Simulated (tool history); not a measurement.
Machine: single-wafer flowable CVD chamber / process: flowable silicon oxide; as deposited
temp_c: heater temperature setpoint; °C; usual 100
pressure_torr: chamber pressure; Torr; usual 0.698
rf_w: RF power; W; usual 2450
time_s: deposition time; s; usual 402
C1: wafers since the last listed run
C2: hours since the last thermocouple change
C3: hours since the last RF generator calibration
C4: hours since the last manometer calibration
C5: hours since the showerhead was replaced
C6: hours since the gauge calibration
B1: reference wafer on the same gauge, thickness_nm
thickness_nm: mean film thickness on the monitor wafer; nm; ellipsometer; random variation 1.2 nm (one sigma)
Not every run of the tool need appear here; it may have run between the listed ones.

Run 1, hour 0.0: usual settings; C1 0; C2 826.0; C3 950.5; C4 1118.9; C5 2389.2; C6 1027.9; B1 197.748. Result: thickness_nm 222.421 nm.
Run 2, hour 102.5: usual settings; C1 581; C2 928.5; C3 1053.0; C4 1221.4; C5 2491.7; C6 1130.4; B1 198.139. Result: thickness_nm 223.555 nm.
Run 3, hour 155.1: usual settings; C1 298; C2 981.1; C3 1105.6; C4 1274.0; C5 2544.3; C6 1183.0; B1 197.889. Result: thickness_nm 225.354 nm.
Run 4, hour 364.6: usual settings; C1 1187; C2 1190.6; C3 1315.1; C4 1483.5; C5 2753.8; C6 1392.5; B1 197.835. Result: thickness_nm 227.071 nm.
At hour 426.8: RF generator calibrated.
At hour 438.8: thermocouple changed; heater temperature recalibrated.
Run 5, hour 466.3: usual settings but pressure_torr 0.595 Torr; C1 485; C2 27.5; C3 39.5; C4 1585.2; C5 2855.5; C6 1494.2; B1 198.148. Result: thickness_nm 183.975 nm.
Run 6, hour 602.1: usual settings; C1 769; C2 163.3; C3 175.3; C4 1721.0; C5 2991.3; C6 1630.0; B1 198.252. Result: thickness_nm 217.999 nm.
Run 7, hour 661.4: usual settings; C1 336; C2 222.6; C3 234.6; C4 1780.3; C5 3050.6; C6 1689.3; B1 198.124. Result: thickness_nm 214.504 nm.
Run 8, hour 734.6: usual settings; C1 414; C2 295.8; C3 307.8; C4 1853.5; C5 3123.8; C6 1762.5; B1 198.176. Result: thickness_nm 217.982 nm.
Run 9, hour 813.1: usual settings but time_s 437 s; C1 445; C2 374.3; C3 386.3; C4 1932.0; C5 3202.3; C6 1841.0; B1 198.086. Result: thickness_nm 235.321 nm.
Run 10, hour 878.4: usual settings but pressure_torr 0.600 Torr; C1 370; C2 439.6; C3 451.6; C4 1997.3; C5 3267.6; C6 1906.3; B1 198.076. Result: thickness_nm 188.198 nm.
Run 11, hour 935.8: usual settings but pressure_torr 0.600 Torr; C1 325; C2 497.0; C3 509.0; C4 2054.7; C5 3325.0; C6 1963.7; B1 198.201. Result: thickness_nm 188.214 nm.
Run 12, hour 1009.8: usual settings but pressure_torr 0.600 Torr; C1 419; C2 571.0; C3 583.0; C4 2128.7; C5 3399.0; C6 2037.7; B1 198.116. Result: thickness_nm 190.174 nm.
Run 13, hour 1087.1: usual settings; C1 438; C2 648.3; C3 660.3; C4 2206.0; C5 3476.3; C6 2115.0; B1 198.431. Result: thickness_nm 218.746 nm.
Run 14, hour 1186.7: usual settings but time_s 438 s; C1 564; C2 747.9; C3 759.9; C4 2305.6; C5 3575.9; C6 2214.6; B1 197.985. Result: thickness_nm 241.539 nm.
At hour 1233.9: capacitance manometer re-zeroed and calibrated.
Run 15, hour 1253.2: usual settings but temp_c 90 °C, time_s 458 s; C1 331; C2 814.4; C3 826.4; C4 19.3; C5 3642.4; C6 2281.1; B1 198.094. Result: thickness_nm 366.642 nm.
Run 16, hour 1353.5: usual settings but temp_c 88 °C; C1 568; C2 914.7; C3 926.7; C4 119.6; C5 3742.7; C6 2381.4; B1 198.251. Result: thickness_nm 345.109 nm.
Run 17, hour 1404.4: usual settings; C1 288; C2 965.6; C3 977.6; C4 170.5; C5 3793.6; C6 2432.3; B1 198.085. Result: thickness_nm 224.081 nm.
At hour 1463.1: gauge calibrated.
At hour 1485.7: showerhead replaced.
Run 18, hour 1486.2: usual settings but pressure_torr 0.854 Torr, rf_w 1970 W, time_s 480 s; C1 418; C2 1047.4; C3 1059.4; C4 252.3; C5 0.5; C6 23.1; B1 197.658. Result: thickness_nm 321.002 nm.
Run 19, hour 1529.3: usual settings but temp_c 88 °C; C1 244; C2 1090.5; C3 1102.5; C4 295.4; C5 43.6; C6 66.2; B1 197.920. Result: thickness_nm 348.345 nm.
Run 20, hour 1568.4: usual settings but temp_c 111 °C, pressure_torr 0.801 Torr, rf_w 2630 W; C1 221; C2 1129.6; C3 1141.6; C4 334.5; C5 82.7; C6 105.3; B1 197.861. Result: thickness_nm 171.393 nm.
At hour 1600.3: thermocouple changed; heater temperature recalibrated.
Run 21, hour 1624.4: usual settings but pressure_torr 0.622 Torr, rf_w 2775 W; C1 272; C2 24.1; C3 1197.6; C4 390.5; C5 138.7; C6 161.3; B1 197.738. Result: thickness_nm 191.297 nm.
At hour 1656.1: RF generator calibrated.
Run 22, hour 1676.8: usual settings but pressure_torr 0.625 Torr, time_s 473 s; C1 251; C2 76.5; C3 20.7; C4 442.9; C5 191.1; C6 213.7; B1 198.114. Result: thickness_nm 221.451 nm.
Run 23, hour 1753.0: usual settings but time_s 460 s; C1 431; C2 152.7; C3 96.9; C4 519.1; C5 267.3; C6 289.9; B1 197.654. Result: thickness_nm 241.604 nm.
Run 24, hour 2012.5: usual settings; C1 1471; C2 412.2; C3 356.4; C4 778.6; C5 526.8; C6 549.4; B1 198.042. Result: thickness_nm 216.686 nm.
Run 25, hour 2102.2: usual settings but time_s 481 s; C1 508; C2 501.9; C3 446.1; C4 868.3; C5 616.5; C6 639.1; B1 198.337. Result: thickness_nm 254.571 nm.
Run 26, hour 2200.5: usual settings; C1 557; C2 600.2; C3 544.4; C4 966.6; C5 714.8; C6 737.4; B1 198.103. Result: thickness_nm 219.446 nm.

Hidden state, per run?
delivered RF power above the setpoint (%): 0 across all the runs
true pressure above the setpoint (%): 0 across all the runs
gauge reads high (%): 0 across all the runs
H1: wafer temperature above the value expected at the setpoint (K)
run       H1
  1    -1.34
  2    -1.49
  3    -1.56
  4    -1.87
  5   -0.331
  6   -0.531
  7   -0.618
  8   -0.726
  9   -0.842
 10   -0.938
 11    -1.02
 12    -1.13
 13    -1.25
 14    -1.39
 15    -1.49
 16    -1.64
 17    -1.71
 18    -1.83
 19     -1.9
 20    -1.96
 21    0.154
 22   0.0772
 23  -0.0351
 24   -0.418
 25    -0.55
 26   -0.695

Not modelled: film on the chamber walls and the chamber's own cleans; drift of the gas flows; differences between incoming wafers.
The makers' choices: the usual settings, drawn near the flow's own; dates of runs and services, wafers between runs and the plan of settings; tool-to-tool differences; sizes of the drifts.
